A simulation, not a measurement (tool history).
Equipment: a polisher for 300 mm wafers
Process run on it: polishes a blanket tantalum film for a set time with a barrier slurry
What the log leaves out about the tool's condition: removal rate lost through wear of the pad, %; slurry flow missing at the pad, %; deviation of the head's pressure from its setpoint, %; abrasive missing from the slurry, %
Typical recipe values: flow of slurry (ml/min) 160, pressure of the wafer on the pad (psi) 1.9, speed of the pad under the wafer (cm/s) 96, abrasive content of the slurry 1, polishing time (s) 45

| run | hour | flow of slurry (ml/min) | pressure of the wafer on the pad (psi) | speed of the pad under the wafer (cm/s) | abrasive content of the slurry | polishing time (s) | wafers since the last listed run | wafers polished on this pad | hours since the slurry nozzle was cleaned | hours since the head pressure was calibrated | hours since the slurry blender was calibrated | incoming thickness of the incoming film, nm | film removed (nm) |
|---|---|---|---|---|---|---|---|---|---|---|---|---|---|
| 1 | 0 | 160 | 1.9 | 96 | 1 | 45 | 0 | 130 | 290.9 | 1.1 | 252.4 | 190.7 | 68.5 |
| 2 | 27.3 | 160 | 1.9 | 96 | 1 | 45 | 438 | 568 | 318.2 | 28.4 | 279.7 | 190.8 | 69.3 |
| 3 | 49.9 | 160 | 1.9 | 96 | 1 | 45 | 362 | 931 | 340.8 | 51 | 302.3 | 192.2 | 70 |
| 4 | 64.1 | 160 | 1.9 | 96 | 1 | 45 | 227 | 1159 | 355 | 65.2 | 316.5 | 188.3 | 71.3 |
| 5 | 87.8 | 160 | 1.9 | 96 | 1 | 45 | 380 | 1539 | 378.7 | 88.9 | 340.2 | 189.3 | 68.2 |
| 6 | 106.9 | 160 | 1.9 | 96 | 1 | 45 | 306 | 1845 | 397.8 | 108 | 359.3 | 191 | 70.6 |
|  | 120.4 | worn pad replaced by a new one |
| 7 | 129.4 | 160 | 1.9 | 118 | 1 | 45 | 296 | 144 | 420.3 | 130.5 | 381.8 | 189.3 | 85.2 |
|  | 137.4 | slurry blender recalibrated |
| 8 | 141.5 | 160 | 1.9 | 96 | 1 | 45 | 162 | 306 | 432.4 | 142.6 | 4.1 | 193.6 | 68.6 |
|  | 245 | worn pad replaced by a new one |
|  | 246.3 | slurry nozzle cleaned |
| 9 | 246.8 | 160 | 1.9 | 96 | 1 | 45 | 1609 | 12 | 0.5 | 247.9 | 109.4 | 189.5 | 69.8 |
|  | 343.3 | head pressure recalibrated |
| 10 | 349.8 | 160 | 1.9 | 96 | 1 | 49 | 1620 | 1633 | 103.5 | 6.5 | 212.4 | 189.1 | 76.8 |
| 11 | 382.7 | 160 | 1.9 | 96 | 1 | 49 | 527 | 2161 | 136.4 | 39.4 | 245.3 | 189.4 | 75.6 |
|  | 403.7 | worn pad replaced by a new one |
| 12 | 405 | 160 | 1.9 | 96 | 1 | 49 | 293 | 20 | 158.7 | 61.7 | 267.6 | 190.7 | 74.5 |
| 13 | 438 | 160 | 1.9 | 76 | 1 | 38 | 529 | 549 | 191.7 | 94.7 | 300.6 | 192.4 | 46.6 |
| 14 | 458.4 | 130 | 1.9 | 76 | 1 | 34 | 327 | 877 | 212.1 | 115.1 | 321 | 187.2 | 39.8 |
| 15 | 473.7 | 160 | 1.4 | 128 | 0.7 | 32 | 245 | 1122 | 227.4 | 130.4 | 336.3 | 191.6 | 43.8 |
| 16 | 488.1 | 160 | 1.9 | 96 | 1 | 45 | 231 | 1353 | 241.8 | 144.8 | 350.7 | 186.3 | 70 |
|  | 509.8 | slurry blender recalibrated |
| 17 | 517.8 | 115 | 2.3 | 96 | 1 | 56 | 444 | 1798 | 271.5 | 174.5 | 8 | 187.3 | 100.1 |
| 18 | 530.9 | 160 | 1.9 | 96 | 1 | 45 | 210 | 2008 | 284.6 | 187.6 | 21.1 | 187.6 | 68.3 |
|  | 543.2 | worn pad replaced by a new one |
| 19 | 550.8 | 160 | 1.9 | 86 | 1.15 | 45 | 255 | 121 | 304.5 | 207.5 | 41 | 188.2 | 65.5 |
| 20 | 566.3 | 160 | 1.9 | 96 | 1 | 45 | 248 | 370 | 320 | 223 | 56.5 | 192.2 | 71.2 |
| 21 | 591.6 | 105 | 1.6 | 128 | 1.15 | 45 | 405 | 776 | 345.3 | 248.3 | 81.8 | 188.1 | 74.7 |
| 22 | 626.8 | 215 | 1.9 | 122 | 1 | 30 | 564 | 1341 | 380.5 | 283.5 | 117 | 189.5 | 60.9 |
| 23 | 655.1 | 160 | 1.9 | 76 | 1 | 45 | 454 | 1795 | 408.8 | 311.8 | 145.3 | 187 | 55.4 |
| 24 | 667.6 | 185 | 1.6 | 126 | 1 | 51 | 200 | 1996 | 421.3 | 324.3 | 157.8 | 191.3 | 89.5 |
|  | 682.2 | worn pad replaced by a new one |
| 25 | 694.2 | 135 | 1.9 | 96 | 1.3 | 45 | 362 | 192 | 447.9 | 350.9 | 184.4 | 190.5 | 72.7 |

Forecast each of these 4 alternatives for the next run:
| A | 694.6 | 160 | 1.9 | 96 | 1 | 45 | 6 | 198 | 448.3 | 351.3 | 184.8 | 186.7 | ? |
| B | 694.6 | 190 | 1.9 | 128 | 1 | 45 | 6 | 198 | 448.3 | 351.3 | 184.8 | 186.7 | ? |
| C | 694.6 | 185 | 1.9 | 96 | 1 | 31 | 6 | 198 | 448.3 | 351.3 | 184.8 | 186.7 | ? |
| D | 694.6 | 160 | 1.9 | 80 | 1.25 | 45 | 6 | 198 | 448.3 | 351.3 | 184.8 | 186.7 | ? |

| run | film removed (nm) |
|---|---|
| A | 69.2 |
| B | 94.3 |
| C | 48.6 |
| D | 61 |
With the hidden condition removed and each run's random variation left untouched, the same runs would have given:
| run | film removed (nm) |
|---|---|
| A | 69.2 |
| B | 94.3 |
| C | 48.6 |
| D | 61 |
